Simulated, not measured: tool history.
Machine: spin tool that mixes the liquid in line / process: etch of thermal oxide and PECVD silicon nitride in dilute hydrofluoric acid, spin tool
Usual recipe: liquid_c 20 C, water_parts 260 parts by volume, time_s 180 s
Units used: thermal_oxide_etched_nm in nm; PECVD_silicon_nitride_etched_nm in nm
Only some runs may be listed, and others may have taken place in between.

| run | hour | liquid_c | water_parts | time_s | read-back film thickness of the thermal oxide reference wafer, read on the same gauge (nm) | read-back film thickness of the PECVD silicon nitride reference wafer, read on the same gauge (nm) | thermal_oxide_etched_nm | PECVD_silicon_nitride_etched_nm |
|---|---|---|---|---|---|---|---|---|
| 1 | 0 | 20 | 260 | 180 | 80.031 | 60.005 | 2.539 | 2.355 |
| 2 | 23.2 | 20 | 260 | 180 | 80.01 | 60.009 | 2.545 | 2.433 |
| 3 | 56.9 | 20 | 260 | 180 | 80.005 | 60.02 | 2.569 | 2.37 |
| 4 | 73.1 | 20 | 260 | 180 | 80.017 | 59.998 | 2.515 | 2.357 |
| 5 | 96.7 | 20 | 260 | 180 | 80.026 | 60.009 | 2.554 | 2.427 |
|  | 122.3 | thermometer replaced |
| 6 | 123.8 | 20 | 260 | 180 | 80.01 | 60.014 | 2.489 | 2.433 |
| 7 | 144.5 | 20 | 260 | 180 | 80.02 | 59.997 | 2.45 | 2.394 |
| 8 | 172.8 | 20 | 260 | 180 | 79.976 | 60.004 | 2.602 | 2.43 |
| 9 | 196.2 | 20 | 260 | 180 | 80.028 | 59.987 | 2.552 | 2.408 |
| 10 | 212.3 | 23 | 260 | 245 | 79.967 | 60.014 | 3.81 | 3.975 |
| 11 | 233.1 | 22.5 | 260 | 180 | 79.983 | 60.001 | 2.835 | 2.787 |
| 12 | 261 | 25 | 260 | 180 | 79.981 | 60.023 | 3.048 | 3.285 |
| 13 | 274.1 | 20 | 260 | 180 | 79.982 | 59.986 | 2.512 | 2.395 |
| 14 | 306.7 | 20 | 260 | 75 | 79.969 | 59.997 | 1.06 | 1.017 |
| 15 | 337.5 | 20 | 260 | 180 | 80.034 | 59.994 | 2.518 | 2.444 |
|  | 357.7 | hydrofluoric acid flow meter replaced |
| 16 | 366.7 | 18.5 | 385 | 235 | 79.978 | 59.995 | 1.888 | 1.962 |
| 17 | 393.9 | 17 | 315 | 180 | 80.056 | 60.001 | 1.744 | 1.641 |
|  | 401.8 | gauge calibrated |
| 18 | 416.7 | 17 | 315 | 240 | 80.007 | 59.989 | 2.376 | 2.244 |
| 19 | 431.2 | 24.5 | 180 | 180 | 79.978 | 60.01 | 4.703 | 4.551 |
| 20 | 470.4 | 20 | 260 | 180 | 80.013 | 60.022 | 2.479 | 2.405 |
| 21 | 489.4 | 23 | 380 | 120 | 79.967 | 59.992 | 1.155 | 1.337 |
| 22 | 519.8 | 20 | 260 | 180 | 79.975 | 60.016 | 2.438 | 2.445 |
| 23 | 537.2 | 25 | 260 | 180 | 79.997 | 59.99 | 3.015 | 3.287 |
| 24 | 564.9 | 18 | 145 | 245 | 79.989 | 59.996 | 6.347 | 4.998 |
| 25 | 587.7 | 20 | 260 | 180 | 79.999 | 59.994 | 2.446 | 2.416 |
| 26 | 619.7 | 20 | 260 | 180 | 80.006 | 59.995 | 2.477 | 2.424 |

Hidden state, per run?
liquid colder than its thermometer reads (K): 0 at every run
hydrofluoric acid flow below the setpoint (%): 0 at every run
gauge reads high (%): 0 at every run
